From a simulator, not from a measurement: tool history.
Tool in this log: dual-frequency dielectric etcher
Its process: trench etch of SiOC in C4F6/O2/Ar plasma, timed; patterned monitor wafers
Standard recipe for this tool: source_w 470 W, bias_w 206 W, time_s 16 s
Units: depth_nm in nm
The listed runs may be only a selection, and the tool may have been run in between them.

| run | hour | source_w | bias_w | time_s | read-back reference wafer on the same gauge, depth_nm | depth_nm |
|---|---|---|---|---|---|---|
| 1 | 0 | 470 | 206 | 16 | 45.23 | 38.86 |
| 2 | 47.5 | 470 | 206 | 16 | 45.14 | 38.77 |
| 3 | 91.9 | 470 | 247 | 16 | 45.21 | 41.6 |
| 4 | 151.9 | 470 | 247 | 16 | 45.26 | 41.08 |
| 5 | 240.7 | 470 | 247 | 16 | 45.22 | 41.72 |
| 6 | 303.6 | 470 | 230 | 16 | 45.24 | 41.26 |
|  | 357.4 | source power generator calibrated |
| 7 | 373.1 | 470 | 206 | 16 | 45.25 | 40.41 |
|  | 383.8 | bias power generator calibrated |
| 8 | 412.3 | 400 | 206 | 14 | 45.21 | 32.44 |
|  | 450.9 | wet clean of the chamber |
| 9 | 451.4 | 470 | 206 | 16 | 45.16 | 37.71 |
| 10 | 498.1 | 470 | 242 | 16 | 45.21 | 39.96 |
|  | 546.1 | upper electrode replaced |
| 11 | 556.8 | 470 | 154 | 20.5 | 45.16 | 45.44 |
| 12 | 608.2 | 570 | 158 | 12 | 45.22 | 29.33 |

For run 13, what comes out?
|  | 649.6 | gauge calibrated |
| 13 | 814.6 | 370 | 206 | 18.5 | ? | ? |

Run 13 came out at read-back reference wafer on the same gauge, depth_nm 45.22, depth_nm 40.11 nm.
With the hidden condition absent and the run-to-run variation left alone, this run would have shown depth_nm 39.08 nm.
